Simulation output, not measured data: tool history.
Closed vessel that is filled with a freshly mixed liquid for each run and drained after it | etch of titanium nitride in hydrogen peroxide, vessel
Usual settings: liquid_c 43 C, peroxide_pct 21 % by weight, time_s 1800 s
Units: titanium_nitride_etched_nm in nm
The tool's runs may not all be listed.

| run | hour | liquid_c | peroxide_pct | time_s | read-back film thickness of the titanium nitride reference wafer, read on the same gauge (nm) | titanium_nitride_etched_nm |
|---|---|---|---|---|---|---|
| 1 | 0 | 35 | 21 | 1800 | 41.34 | 19.71 |
| 2 | 32.6 | 43 | 21 | 1800 | 41.46 | 35.96 |
| 3 | 44.8 | 43 | 21 | 1800 | 41.47 | 36.49 |
| 4 | 132.2 | 43 | 21 | 1800 | 41.72 | 36.66 |
| 5 | 160.6 | 43 | 21 | 1800 | 41.8 | 36.84 |
|  | 168.5 | peroxide flow meter replaced |
|  | 174.6 | thermometer replaced |
|  | 185.3 | gauge calibrated |
| 6 | 225.1 | 43 | 21 | 1800 | 40.11 | 35.1 |
| 7 | 247.8 | 43 | 21 | 1800 | 40.1 | 35.12 |
| 8 | 265.5 | 43 | 21 | 1800 | 40.12 | 35.36 |
| 9 | 297.1 | 43 | 21 | 1800 | 40.1 | 35.29 |
| 10 | 320.1 | 43 | 21 | 1800 | 40.12 | 34.99 |
| 11 | 340.2 | 35 | 21 | 855 | 40.12 | 8.98 |
| 12 | 368.8 | 43 | 22.5 | 2225 | 40.14 | 44.5 |
| 13 | 383.2 | 49 | 15.5 | 820 | 40.15 | 23.52 |
| 14 | 404 | 51.5 | 17 | 870 | 40.18 | 30.84 |
|  | 410.5 | new drum of peroxide connected |
| 15 | 436 | 43 | 21 | 1800 | 40.17 | 35.25 |
| 16 | 469.3 | 43 | 21 | 1800 | 40.21 | 34.73 |
| 17 | 490.8 | 43 | 25 | 1800 | 40.22 | 36.8 |
| 18 | 518.3 | 51 | 21 | 2695 | 40.24 | 93.7 |
| 19 | 534.8 | 43 | 14.5 | 1085 | 40.27 | 19.49 |
| 20 | 554.5 | 43 | 21 | 1800 | 40.28 | 35.54 |
| 21 | 569.9 | 43 | 24 | 1090 | 40.3 | 21.94 |

Forecast run 22:
| 22 | 582 | 47.5 | 21 | 2540 | ? | ? |

read-back film thickness of the titanium nitride reference wafer, read on the same gauge (nm): 40.3
titanium_nitride_etched_nm: 69.58 nm
Without the tool's hidden state the same run would have given titanium_nitride_etched_nm 69.04 nm.
